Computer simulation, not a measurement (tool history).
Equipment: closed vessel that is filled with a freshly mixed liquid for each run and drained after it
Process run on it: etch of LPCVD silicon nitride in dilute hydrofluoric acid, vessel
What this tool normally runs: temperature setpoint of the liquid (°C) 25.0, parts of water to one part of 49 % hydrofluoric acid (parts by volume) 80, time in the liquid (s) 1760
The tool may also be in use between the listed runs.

run,day,temperature setpoint of the liquid (°C),parts of water to one part of 49 % hydrofluoric acid (parts by volume),time in the liquid (s),"read-back film thickness of the LPCVD silicon nitride reference wafer, read on the same gauge (nm)",thickness taken off the LPCVD silicon nitride on a monitor wafer (nm)
1,0.000,25.0,80,2260,59.99,14.39
2,4.408,25.0,80,1760,60.00,11.29
3,7.962,25.0,80,1760,60.03,10.86
4,11.029,25.0,80,1760,60.03,10.95
5,14.733,25.0,80,1760,59.99,11.21
6,17.767,25.0,80,1760,60.01,11.12
7,20.338,25.0,80,1760,59.99,11.01
8,24.033,25.0,80,1760,60.02,10.87
# day 25.162: gauge calibrated
9,27.125,25.0,80,1760,59.97,10.99
10,30.500,23.0,80,1760,60.03,9.55
11,33.550,25.0,80,1025,59.99,6.32
# day 37.621: hydrofluoric acid flow meter replaced
12,37.771,25.0,80,2260,60.05,14.93
13,40.392,22.5,90,2115,59.99,10.58
14,44.354,25.0,80,1760,59.96,11.59
15,57.850,23.0,80,1310,59.99,7.40
16,60.217,28.5,100,1425,60.01,9.20
17,62.038,21.0,65,1760,59.98,10.43
18,66.379,25.0,45,1760,59.96,19.75
# day 68.750: thermometer replaced
19,69.279,25.0,80,1760,59.99,11.27
20,72.538,30.0,80,1760,59.98,15.74
21,75.696,25.0,80,1760,60.02,11.33
22,83.158,25.0,100,1760,60.01,8.93
23,86.308,25.0,80,1760,60.01,11.05
24,88.721,25.0,80,1760,60.01,10.95
25,91.254,25.0,110,2775,60.02,12.60
26,94.700,25.0,80,720,60.03,4.43
27,96.367,25.0,55,2025,59.98,18.66
28,100.433,28.5,80,1760,60.01,13.72
# day 100.867: hydrofluoric acid flow meter replaced
29,103.238,25.0,80,920,59.97,6.01
30,106.233,25.0,80,1760,59.96,11.58
31,110.350,25.0,110,2775,59.98,13.29
32,113.958,26.5,100,1760,60.03,10.05

Below are 4 alternative next runs, each starting from the tool's condition after run 32. Predict each:
A,114.004,29.0,80,1760,?,?
B,114.004,25.0,110,1760,?,?
C,114.004,26.5,80,1760,?,?
D,114.004,21.5,100,1760,?,?

run,"read-back film thickness of the LPCVD silicon nitride reference wafer, read on the same gauge (nm)",thickness taken off the LPCVD silicon nitride on a monitor wafer (nm)
A,60.02,14.79
B,60.02,8.32
C,60.02,12.59
D,60.02,7.26
Take away the tool's hidden state, keep each run's random variation, and the runs would have read:
run,thickness taken off the LPCVD silicon nitride on a monitor wafer (nm)
A,15.05
B,8.47
C,12.81
D,7.38

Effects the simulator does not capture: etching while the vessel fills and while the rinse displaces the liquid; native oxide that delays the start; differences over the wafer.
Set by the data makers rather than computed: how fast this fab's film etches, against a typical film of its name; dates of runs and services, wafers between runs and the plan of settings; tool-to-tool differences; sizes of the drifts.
